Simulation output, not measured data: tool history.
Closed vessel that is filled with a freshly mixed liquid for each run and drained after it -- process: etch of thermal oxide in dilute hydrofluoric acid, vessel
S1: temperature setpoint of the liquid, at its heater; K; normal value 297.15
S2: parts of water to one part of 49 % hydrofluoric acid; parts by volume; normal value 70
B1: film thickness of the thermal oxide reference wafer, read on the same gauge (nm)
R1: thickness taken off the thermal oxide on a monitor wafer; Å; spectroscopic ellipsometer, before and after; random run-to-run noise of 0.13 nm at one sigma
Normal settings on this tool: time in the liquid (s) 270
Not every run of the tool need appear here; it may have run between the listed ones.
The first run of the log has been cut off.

Run 2, day 2.788: usual settings; B1 49.99. Result: R1 171.6 Å.
Run 3, day 4.917: usual settings; B1 50.01. Result: R1 173.9 Å.
At day 7.592: hydrofluoric acid flow meter replaced.
Run 4, day 8.425: usual settings but time in the liquid (s) 315; B1 50.01. Result: R1 201.2 Å.
Run 5, day 11.292: usual settings but S1 295.15 K; B1 49.97. Result: R1 160.0 Å.
Run 6, day 12.754: usual settings but S1 295.15 K; B1 49.99. Result: R1 158.4 Å.
Run 7, day 15.192: usual settings but S1 300.65 K; B1 50.00. Result: R1 196.1 Å.
Run 8, day 16.771: usual settings but S1 300.65 K; B1 50.00. Result: R1 196.9 Å.
Run 9, day 18.825: usual settings; B1 49.99. Result: R1 169.7 Å.
Run 10, day 21.579: usual settings; B1 49.99. Result: R1 170.7 Å.
Run 11, day 24.333: usual settings; B1 50.00. Result: R1 171.7 Å.
Run 12, day 26.783: usual settings but S2 45 parts by volume; B1 49.98. Result: R1 272.1 Å.
Run 13, day 28.688: usual settings but S2 45 parts by volume; B1 50.00. Result: R1 269.2 Å.
Run 14, day 31.292: usual settings but S2 45 parts by volume; B1 50.00. Result: R1 271.4 Å.
Run 15, day 33.575: usual settings; B1 49.99. Result: R1 167.7 Å.
Run 16, day 35.350: usual settings but S2 100 parts by volume, time in the liquid (s) 120; B1 49.98. Result: R1 50.4 Å.

The next listed run, before its measurement:
At day 37.921: gauge calibrated.
Run 17, day 38.179: usual settings but S1 301.15 K, S2 90 parts by volume, time in the liquid (s) 165; B1 ?. Result: R1 ?.

{"run 17": {"B1": 49.98, "R1": 91.7}}
The same run, on a tool lacking any hidden state, would have yielded R1 100.1 Å.

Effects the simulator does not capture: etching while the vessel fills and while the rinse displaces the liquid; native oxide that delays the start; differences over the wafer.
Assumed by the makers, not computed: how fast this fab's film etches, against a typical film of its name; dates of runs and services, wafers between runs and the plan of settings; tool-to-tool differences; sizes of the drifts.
